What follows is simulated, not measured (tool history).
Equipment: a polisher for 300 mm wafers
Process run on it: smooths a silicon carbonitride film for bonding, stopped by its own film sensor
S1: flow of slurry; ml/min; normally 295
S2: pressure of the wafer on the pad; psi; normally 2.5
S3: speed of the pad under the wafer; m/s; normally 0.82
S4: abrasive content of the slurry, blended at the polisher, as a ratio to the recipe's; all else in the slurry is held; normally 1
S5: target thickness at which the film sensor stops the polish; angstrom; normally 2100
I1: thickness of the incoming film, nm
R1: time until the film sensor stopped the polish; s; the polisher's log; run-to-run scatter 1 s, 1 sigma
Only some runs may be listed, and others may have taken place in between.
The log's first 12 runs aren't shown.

run    hour   S1   S2    S3    S4    S5     I1    R1
 13   583.2  295  2.5  0.82     1  2100  229.5  62.7
 14   621.5  220  1.9  0.62  1.15  2100  227.4  84.5
      640.1  -- slurry nozzle cleaned
 15   660.9  330  2.5  0.98  0.75  2130  226.8  49.4
 16   692.5  235  3.2  0.82   0.8  2130  229.3  54.4
 17   719.6  295  2.5  0.82     1  2100  230.2  70.3
 18   778.3  295  2.5  0.62     1  2100  228.2  77.8
 19   809.4  295  2.5  0.88     1  2100  230.1  66.1
 20   866.9  295  2.5  0.82     1  2100  229.3  67.3
      881.7  -- worn pad replaced by a new one
      927.8  -- head pressure recalibrated
 21   937.7  360  3.3  0.82     1  2100  234.2  64.3
      999.6  -- slurry blender recalibrated
 22  1006.5  295  2.1  0.82     1  2100  230.6  78.5
 23  1044.5  385  2.5  0.82  0.75  2100  231.5  88.9
 24  1093.4  295  3.1  1.02  0.75  2150  229.8  44.9
     1123.8  -- slurry nozzle cleaned
 25  1124.3  295  2.5  0.88     1  2100  230.4    62
 26  1148.3  295  2.5  0.82     1  2100  226.8  58.6
 27  1209.9  295  2.5  1.04     1  2100  227.8  49.5
 28  1275.2  295  2.5  0.82     1  2100  229.2  65.1
 29  1344.5  295  2.5  0.82  1.15  2100  233.6  72.4
     1372.9  -- worn pad replaced by a new one
 30  1397.9  365  2.5  0.92   1.1  2130  225.5  35.5
 31  1460.4  295  2.5  0.82     1  2100  232.9  81.1

3 ways to go on from here, each from the tool as it stands after run 31. What would each give?
  A  1460.8  245  2.5  0.82     1  2100  228   ?
  B  1460.8  295  1.9  0.82  1.15  2100  228   ?
  C  1460.8  295  2.5   0.7  1.15  2150  228   ?

run    R1
  A  63.8
  B  72.8
  C  46.7
With no hidden state in the tool, these same runs would have given:
run    R1
  A  57.5
  B  66.3
  C  42.6
